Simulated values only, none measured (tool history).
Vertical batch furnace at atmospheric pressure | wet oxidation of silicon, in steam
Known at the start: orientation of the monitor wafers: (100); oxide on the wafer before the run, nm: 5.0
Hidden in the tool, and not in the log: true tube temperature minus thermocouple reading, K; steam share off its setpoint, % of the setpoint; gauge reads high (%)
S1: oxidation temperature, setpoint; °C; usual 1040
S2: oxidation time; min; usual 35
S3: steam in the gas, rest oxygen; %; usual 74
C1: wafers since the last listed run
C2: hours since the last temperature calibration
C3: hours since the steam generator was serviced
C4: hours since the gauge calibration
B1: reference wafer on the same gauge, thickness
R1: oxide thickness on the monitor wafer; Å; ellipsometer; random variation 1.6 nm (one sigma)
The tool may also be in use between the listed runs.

Run 1, hour 0: usual settings but S3 69 %; C1 0; C2 432.6; C3 3150.7; C4 468.7; B1 304.97. Result: R1 2866.9 Å.
Run 2, hour 228.3: usual settings but S3 69 %; C1 3874; C2 660.9; C3 3379; C4 697; B1 305.25. Result: R1 2866.5 Å.
Run 3, hour 283.7: usual settings but S2 39.5 min; C1 940; C2 716.3; C3 3434.4; C4 752.4; B1 304.86. Result: R1 3213.8 Å.
Run 4, hour 338.5: usual settings but S2 39.5 min; C1 930; C2 771.1; C3 3489.2; C4 807.2; B1 304.57. Result: R1 3241.3 Å.
Run 5, hour 400.7: usual settings; C1 1055; C2 833.3; C3 3551.4; C4 869.4; B1 304.98. Result: R1 2990.4 Å.
Run 6, hour 475: usual settings; C1 1261; C2 907.6; C3 3625.7; C4 943.7; B1 305.44. Result: R1 2986.6 Å.
Run 7, hour 521.1: usual settings; C1 782; C2 953.7; C3 3671.8; C4 989.8; B1 304.99. Result: R1 3011.2 Å.
At hour 611.1: gauge calibrated.
Run 8, hour 623.5: usual settings but S2 47.5 min; C1 1737; C2 1056.1; C3 3774.2; C4 12.4; B1 304.78. Result: R1 3673 Å.
At hour 680.3: steam generator serviced.
Run 9, hour 680.8: usual settings but S2 21.5 min; C1 565; C2 1113.4; C3 0.5; C4 69.7; B1 304.57. Result: R1 2219.1 Å.
Run 10, hour 761.5: usual settings but S2 46.5 min; C1 1369; C2 1194.1; C3 81.2; C4 150.4; B1 305.1. Result: R1 3770.6 Å.
Run 11, hour 838.7: usual settings but S2 46.5 min; C1 1310; C2 1271.3; C3 158.4; C4 227.6; B1 304.44. Result: R1 3744.6 Å.
Run 12, hour 944.3: usual settings but S2 46.5 min; C1 1792; C2 1376.9; C3 264; C4 333.2; B1 304.88. Result: R1 3733.2 Å.
Run 13, hour 1028.5: usual settings; C1 1429; C2 1461.1; C3 348.2; C4 417.4; B1 305.41. Result: R1 3098.9 Å.
Run 14, hour 1113.8: usual settings but S1 1022 °C, S2 23 min; C1 1447; C2 1546.4; C3 433.5; C4 502.7; B1 305.09. Result: R1 2015.2 Å.
Run 15, hour 1223.6: usual settings but S1 1027 °C, S2 51.5 min, S3 80 %; C1 1863; C2 1656.2; C3 543.3; C4 612.5; B1 303.96. Result: R1 3832.1 Å.
At hour 1265.4: thermocouples replaced and temperature profile calibrated.
Run 16, hour 1329.7: usual settings but S1 1046 °C, S3 80 %; C1 1393; C2 64.3; C3 649.4; C4 718.6; B1 305.7. Result: R1 3365.7 Å.
Run 17, hour 1412.7: usual settings but S1 1019 °C, S2 28 min, S3 68 %; C1 1408; C2 147.3; C3 732.4; C4 801.6; B1 304.71. Result: R1 2136.6 Å.
Run 18, hour 1499.7: usual settings but S1 1025 °C, S2 20.5 min, S3 67 %; C1 1476; C2 234.3; C3 819.4; C4 888.6; B1 305.35. Result: R1 1732.1 Å.
Run 19, hour 1599.2: usual settings but S3 86 %; C1 1688; C2 333.8; C3 918.9; C4 988.1; B1 305.49. Result: R1 3363.4 Å.
Run 20, hour 1652.5: usual settings; C1 904; C2 387.1; C3 972.2; C4 1041.4; B1 305.48. Result: R1 3071.1 Å.
Run 21, hour 1750.4: usual settings but S1 1019 °C, S2 51 min; C1 1661; C2 485; C3 1070.1; C4 1139.3; B1 304.91. Result: R1 3387.1 Å.
At hour 1781.6: gauge calibrated.
Run 22, hour 1840.7: usual settings but S1 1027 °C, S2 19 min; C1 1532; C2 575.3; C3 1160.4; C4 59.1; B1 305.37. Result: R1 1794.2 Å.
Run 23, hour 1903.6: usual settings but S1 1054 °C, S2 19 min, S3 68 %; C1 1067; C2 638.2; C3 1223.3; C4 122; B1 304.34. Result: R1 2108.6 Å.
Run 24, hour 2008.2: usual settings; C1 1775; C2 742.8; C3 1327.9; C4 226.6; B1 304.08. Result: R1 3052.5 Å.

The same runs without the tool's hidden state, with the same run-to-run variation:
run      R1
  1  2997.7
  2  2998.9
  3  3359.7
  4  3388.7
  5  3128.5
  6  3124.9
  7    3151
  8  3838.7
  9  2221.1
 10  3784.3
 11  3767.5
 12  3767.9
 13    3136
 14  2046.9
 15  3896.3
 16  3429.6
 17  2186.2
 18  1776.4
 19  3445.2
 20  3149.8
 21  3480.7
 22    1851
 23  2172.9
 24  3146.5
